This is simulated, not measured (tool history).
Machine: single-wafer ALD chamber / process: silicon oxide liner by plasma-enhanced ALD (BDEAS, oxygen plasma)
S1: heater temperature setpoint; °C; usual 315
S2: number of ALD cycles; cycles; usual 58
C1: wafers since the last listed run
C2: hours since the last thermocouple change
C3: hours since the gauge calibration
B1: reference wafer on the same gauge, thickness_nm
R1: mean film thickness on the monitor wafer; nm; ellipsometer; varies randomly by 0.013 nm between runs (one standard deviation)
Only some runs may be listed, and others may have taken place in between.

run 1 day=0 | S1=319 S2=67 | C1=0 C2=2020.5 C3=71.4 | B1=4.417 | R1=6.057
run 2 day=0.633 | S1=307 S2=58 | C1=87 C2=2035.7 C3=86.6 | B1=4.413 | R1=5.362
run 3 day=2.004 | S1=307 S2=58 | C1=190 C2=2068.6 C3=119.5 | B1=4.406 | R1=5.361
run 4 day=3.304 | S1=307 S2=58 | C1=180 C2=2099.8 C3=150.7 | B1=4.397 | R1=5.334
run 5 day=4.412 | S1=315 S2=58 | C1=153 C2=2126.4 C3=177.3 | B1=4.391 | R1=5.262
run 6 day=5.858 | S1=315 S2=58 | C1=200 C2=2161.1 C3=212 | B1=4.388 | R1=5.243
run 7 day=7.008 | S1=320 S2=58 | C1=159 C2=2188.7 C3=239.6 | B1=4.386 | R1=5.202
run 8 day=8.208 | S1=320 S2=58 | C1=166 C2=2217.5 C3=268.4 | B1=4.387 | R1=5.209
run 9 day=9.608 | S1=320 S2=58 | C1=194 C2=2251.1 C3=302 | B1=4.385 | R1=5.195
run 10 day=10.617 | S1=303 S2=58 | C1=140 C2=2275.3 C3=326.2 | B1=4.385 | R1=5.366
-- day=11.7 thermocouple changed; heater temperature recalibrated
run 11 day=11.721 | S1=303 S2=58 | C1=107 C2=0.5 C3=352.7 | B1=4.383 | R1=5.349
run 12 day=11.983 | S1=315 S2=66 | C1=36 C2=6.8 C3=359 | B1=4.38 | R1=5.963
run 13 day=12.817 | S1=315 S2=66 | C1=115 C2=26.8 C3=379 | B1=4.382 | R1=5.995
-- day=13.192 gauge calibrated
run 14 day=14.271 | S1=325 S2=58 | C1=202 C2=61.7 C3=25.9 | B1=4.418 | R1=5.218
run 15 day=15.088 | S1=320 S2=68 | C1=113 C2=81.3 C3=45.5 | B1=4.411 | R1=6.16
run 16 day=16.071 | S1=321 S2=52 | C1=136 C2=104.9 C3=69.1 | B1=4.401 | R1=4.689
run 17 day=16.738 | S1=301 S2=58 | C1=92 C2=120.9 C3=85.1 | B1=4.399 | R1=5.401
run 18 day=18.479 | S1=302 S2=58 | C1=241 C2=162.7 C3=126.9 | B1=4.385 | R1=5.356
run 19 day=19.771 | S1=315 S2=58 | C1=179 C2=193.7 C3=157.9 | B1=4.379 | R1=5.242
run 20 day=20.4 | S1=319 S2=68 | C1=87 C2=208.8 C3=173 | B1=4.382 | R1=6.148
run 21 day=21.346 | S1=315 S2=58 | C1=131 C2=231.5 C3=195.7 | B1=4.374 | R1=5.233
run 22 day=22.733 | S1=315 S2=49 | C1=192 C2=264.8 C3=229 | B1=4.378 | R1=4.426
run 23 day=23.679 | S1=315 S2=66 | C1=131 C2=287.5 C3=251.7 | B1=4.369 | R1=5.953
run 24 day=24.217 | S1=321 S2=53 | C1=74 C2=300.4 C3=264.6 | B1=4.369 | R1=4.753
run 25 day=24.954 | S1=322 S2=52 | C1=102 C2=318.1 C3=282.3 | B1=4.368 | R1=4.641
run 26 day=25.838 | S1=324 S2=67 | C1=122 C2=339.3 C3=303.5 | B1=4.368 | R1=5.952

Below, some changes in R1 between adjacent runs. For each, the amount present without the hidden state too (settings, incoming material, random variation) and the amount remaining for the hidden state with gauge scatter not shared by both compared results:
The hidden state here: wafer temperature above the value expected at the setpoint (K); gauge reads high (%).
Run 13 -> 14: S1 315 -> 325, S2 66 -> 58, gauge calibrated. R1 -0.777 nm: hidden state +0.054, all else -0.831.
Run 15 -> 16: S1 320 -> 321, S2 68 -> 52. R1 -1.471 nm: hidden state +0.001, all else -1.472.
Run 22 -> 23: S2 49 -> 66. R1 +1.527 nm: hidden state -0.026, all else +1.553.

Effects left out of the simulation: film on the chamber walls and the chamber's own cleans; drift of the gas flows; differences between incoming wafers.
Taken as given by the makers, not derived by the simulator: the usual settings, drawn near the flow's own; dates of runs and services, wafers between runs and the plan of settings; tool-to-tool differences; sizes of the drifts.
